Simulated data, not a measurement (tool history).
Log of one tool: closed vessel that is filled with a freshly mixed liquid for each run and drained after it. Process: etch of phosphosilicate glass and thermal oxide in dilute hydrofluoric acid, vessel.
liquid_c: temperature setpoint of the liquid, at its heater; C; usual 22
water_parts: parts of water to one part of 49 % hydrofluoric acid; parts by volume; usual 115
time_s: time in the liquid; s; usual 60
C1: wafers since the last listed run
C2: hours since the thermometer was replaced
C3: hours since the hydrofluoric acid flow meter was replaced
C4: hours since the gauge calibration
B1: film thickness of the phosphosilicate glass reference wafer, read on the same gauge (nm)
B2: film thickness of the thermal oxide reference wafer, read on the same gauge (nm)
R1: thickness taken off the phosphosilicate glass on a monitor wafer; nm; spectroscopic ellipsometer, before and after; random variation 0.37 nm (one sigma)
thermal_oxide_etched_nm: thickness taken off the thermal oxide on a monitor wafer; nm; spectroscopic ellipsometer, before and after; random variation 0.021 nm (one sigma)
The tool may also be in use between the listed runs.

{"run": 1, "hour": 0.0, "liquid_c": 22, "water_parts": 150, "time_s": 60, "C1": 0, "C2": 2159.8, "C3": 1518.5, "C4": 1309.5, "B1": 120, "B2": 130.019, "R1": 36.28, "thermal_oxide_etched_nm": 1.63}
{"run": 2, "hour": 64.9, "liquid_c": 22, "water_parts": 150, "time_s": 60, "C1": 7832, "C2": 2224.7, "C3": 1583.4, "C4": 1374.4, "B1": 120, "B2": 129.999, "R1": 35.58, "thermal_oxide_etched_nm": 1.632}
{"run": 3, "hour": 153.9, "liquid_c": 22, "water_parts": 115, "time_s": 45, "C1": 10741, "C2": 2313.7, "C3": 1672.4, "C4": 1463.4, "B1": 120, "B2": 129.991, "R1": 36.91, "thermal_oxide_etched_nm": 1.678}
{"run": 4, "hour": 241.7, "liquid_c": 22, "water_parts": 115, "time_s": 45, "C1": 10596, "C2": 2401.5, "C3": 1760.2, "C4": 1551.2, "B1": 120, "B2": 130.007, "R1": 37.05, "thermal_oxide_etched_nm": 1.647}
{"run": 5, "hour": 282.3, "liquid_c": 22, "water_parts": 115, "time_s": 45, "C1": 4899, "C2": 2442.1, "C3": 1800.8, "C4": 1591.8, "B1": 120.01, "B2": 130.03, "R1": 36.85, "thermal_oxide_etched_nm": 1.645}
{"run": 6, "hour": 390.2, "liquid_c": 22, "water_parts": 115, "time_s": 60, "C1": 13022, "C2": 2550, "C3": 1908.7, "C4": 1699.7, "B1": 120.02, "B2": 130.014, "R1": 48.7, "thermal_oxide_etched_nm": 2.224}
{"run": 7, "hour": 428.7, "liquid_c": 22, "water_parts": 115, "time_s": 60, "C1": 4646, "C2": 2588.5, "C3": 1947.2, "C4": 1738.2, "B1": 119.98, "B2": 130.008, "R1": 48.3, "thermal_oxide_etched_nm": 2.229}
{"run": 8, "hour": 512.6, "liquid_c": 22, "water_parts": 115, "time_s": 60, "C1": 10125, "C2": 2672.4, "C3": 2031.1, "C4": 1822.1, "B1": 120.02, "B2": 130.001, "R1": 47.87, "thermal_oxide_etched_nm": 2.225}
{"run": 9, "hour": 551.8, "liquid_c": 22, "water_parts": 115, "time_s": 85, "C1": 4730, "C2": 2711.6, "C3": 2070.3, "C4": 1861.3, "B1": 119.99, "B2": 129.997, "R1": 68.07, "thermal_oxide_etched_nm": 3.154}
{"hour": 612.7, "done": "gauge calibrated"}
{"run": 10, "hour": 619.1, "liquid_c": 22, "water_parts": 115, "time_s": 85, "C1": 8122, "C2": 2778.9, "C3": 2137.6, "C4": 6.4, "B1": 120, "B2": 130.026, "R1": 68.6, "thermal_oxide_etched_nm": 3.141}
{"hour": 652.8, "done": "thermometer replaced"}
{"run": 11, "hour": 721.6, "liquid_c": 22, "water_parts": 175, "time_s": 90, "C1": 12249, "C2": 68.8, "C3": 2240.1, "C4": 108.9, "B1": 119.97, "B2": 130.029, "R1": 45.21, "thermal_oxide_etched_nm": 2.037}
{"hour": 744.2, "done": "hydrofluoric acid flow meter replaced"}
{"run": 12, "hour": 771.0, "liquid_c": 22, "water_parts": 140, "time_s": 85, "C1": 5841, "C2": 118.2, "C3": 26.8, "C4": 158.3, "B1": 119.99, "B2": 130.047, "R1": 55.84, "thermal_oxide_etched_nm": 2.532}
{"run": 13, "hour": 844.0, "liquid_c": 17, "water_parts": 80, "time_s": 80, "C1": 8810, "C2": 191.2, "C3": 99.8, "C4": 231.3, "B1": 120, "B2": 129.989, "R1": 78.66, "thermal_oxide_etched_nm": 3.663}
{"run": 14, "hour": 894.5, "liquid_c": 25.5, "water_parts": 115, "time_s": 85, "C1": 6094, "C2": 241.7, "C3": 150.3, "C4": 281.8, "B1": 119.98, "B2": 130.025, "R1": 78.52, "thermal_oxide_etched_nm": 3.614}
{"run": 15, "hour": 976.4, "liquid_c": 19, "water_parts": 115, "time_s": 30, "C1": 9884, "C2": 323.6, "C3": 232.2, "C4": 363.7, "B1": 120.01, "B2": 130.005, "R1": 21.7, "thermal_oxide_etched_nm": 0.98}
{"run": 16, "hour": 1069.1, "liquid_c": 20, "water_parts": 65, "time_s": 30, "C1": 11187, "C2": 416.3, "C3": 324.9, "C4": 456.4, "B1": 119.99, "B2": 129.984, "R1": 42.76, "thermal_oxide_etched_nm": 1.954}
{"run": 17, "hour": 1340.3, "liquid_c": 22, "water_parts": 140, "time_s": 85, "C1": 32730, "C2": 687.5, "C3": 596.1, "C4": 727.6, "B1": 120.01, "B2": 129.96, "R1": 55.02, "thermal_oxide_etched_nm": 2.579}
{"run": 18, "hour": 1389.3, "liquid_c": 19.5, "water_parts": 115, "time_s": 60, "C1": 5913, "C2": 736.5, "C3": 645.1, "C4": 776.6, "B1": 120, "B2": 130.019, "R1": 44.76, "thermal_oxide_etched_nm": 1.987}
{"run": 19, "hour": 1491.7, "liquid_c": 22, "water_parts": 115, "time_s": 60, "C1": 12358, "C2": 838.9, "C3": 747.5, "C4": 879, "B1": 119.97, "B2": 129.987, "R1": 49.33, "thermal_oxide_etched_nm": 2.238}
{"run": 20, "hour": 1550.9, "liquid_c": 17.5, "water_parts": 60, "time_s": 80, "C1": 7144, "C2": 898.1, "C3": 806.7, "C4": 938.2, "B1": 119.99, "B2": 130.009, "R1": 110.62, "thermal_oxide_etched_nm": 4.995}
{"run": 21, "hour": 1591.1, "liquid_c": 26.5, "water_parts": 65, "time_s": 80, "C1": 4851, "C2": 938.3, "C3": 846.9, "C4": 978.4, "B1": 119.99, "B2": 130.017, "R1": 145.1, "thermal_oxide_etched_nm": 6.635}
{"run": 22, "hour": 1657.3, "liquid_c": 17.5, "water_parts": 160, "time_s": 60, "C1": 7989, "C2": 1004.5, "C3": 913.1, "C4": 1044.6, "B1": 120, "B2": 130.01, "R1": 27.82, "thermal_oxide_etched_nm": 1.282}
{"run": 23, "hour": 1712.4, "liquid_c": 22, "water_parts": 115, "time_s": 60, "C1": 6649, "C2": 1059.6, "C3": 968.2, "C4": 1099.7, "B1": 119.98, "B2": 129.97, "R1": 48.92, "thermal_oxide_etched_nm": 2.214}
{"run": 24, "hour": 1814.1, "liquid_c": 22, "water_parts": 135, "time_s": 40, "C1": 12273, "C2": 1161.3, "C3": 1069.9, "C4": 1201.4, "B1": 120.01, "B2": 129.983, "R1": 27.17, "thermal_oxide_etched_nm": 1.23}

Forecast each of these 5 alternatives for the next run:
{"run": "A", "hour": 1814.8, "liquid_c": 22, "water_parts": 95, "time_s": 60, "C1": 84, "C2": 1162, "C3": 1070.6, "C4": 1202.1, "B1": "?", "B2": "?", "R1": "?", "thermal_oxide_etched_nm": "?"}
{"run": "B", "hour": 1814.8, "liquid_c": 19, "water_parts": 65, "time_s": 60, "C1": 84, "C2": 1162, "C3": 1070.6, "C4": 1202.1, "B1": "?", "B2": "?", "R1": "?", "thermal_oxide_etched_nm": "?"}
{"run": "C", "hour": 1814.8, "liquid_c": 26.5, "water_parts": 115, "time_s": 60, "C1": 84, "C2": 1162, "C3": 1070.6, "C4": 1202.1, "B1": "?", "B2": "?", "R1": "?", "thermal_oxide_etched_nm": "?"}
{"run": "D", "hour": 1814.8, "liquid_c": 22, "water_parts": 160, "time_s": 35, "C1": 84, "C2": 1162, "C3": 1070.6, "C4": 1202.1, "B1": "?", "B2": "?", "R1": "?", "thermal_oxide_etched_nm": "?"}
{"run": "E", "hour": 1814.8, "liquid_c": 17.5, "water_parts": 90, "time_s": 90, "C1": 84, "C2": 1162, "C3": 1070.6, "C4": 1202.1, "B1": "?", "B2": "?", "R1": "?", "thermal_oxide_etched_nm": "?"}

run=A B1=119.98 B2=129.995 R1=61.25 thermal_oxide_etched_nm=2.718
run=B B1=119.98 B2=129.995 R1=81.87 thermal_oxide_etched_nm=3.633
run=C B1=119.98 B2=129.995 R1=58.95 thermal_oxide_etched_nm=2.616
run=D B1=119.98 B2=129.995 R1=19.72 thermal_oxide_etched_nm=0.875
run=E B1=119.98 B2=129.995 R1=80.97 thermal_oxide_etched_nm=3.593
Without the tool's hidden state the same runs would have given:
run=A R1=61.25 thermal_oxide_etched_nm=2.718
run=B R1=81.87 thermal_oxide_etched_nm=3.633
run=C R1=58.95 thermal_oxide_etched_nm=2.616
run=D R1=19.72 thermal_oxide_etched_nm=0.875
run=E R1=80.97 thermal_oxide_etched_nm=3.593
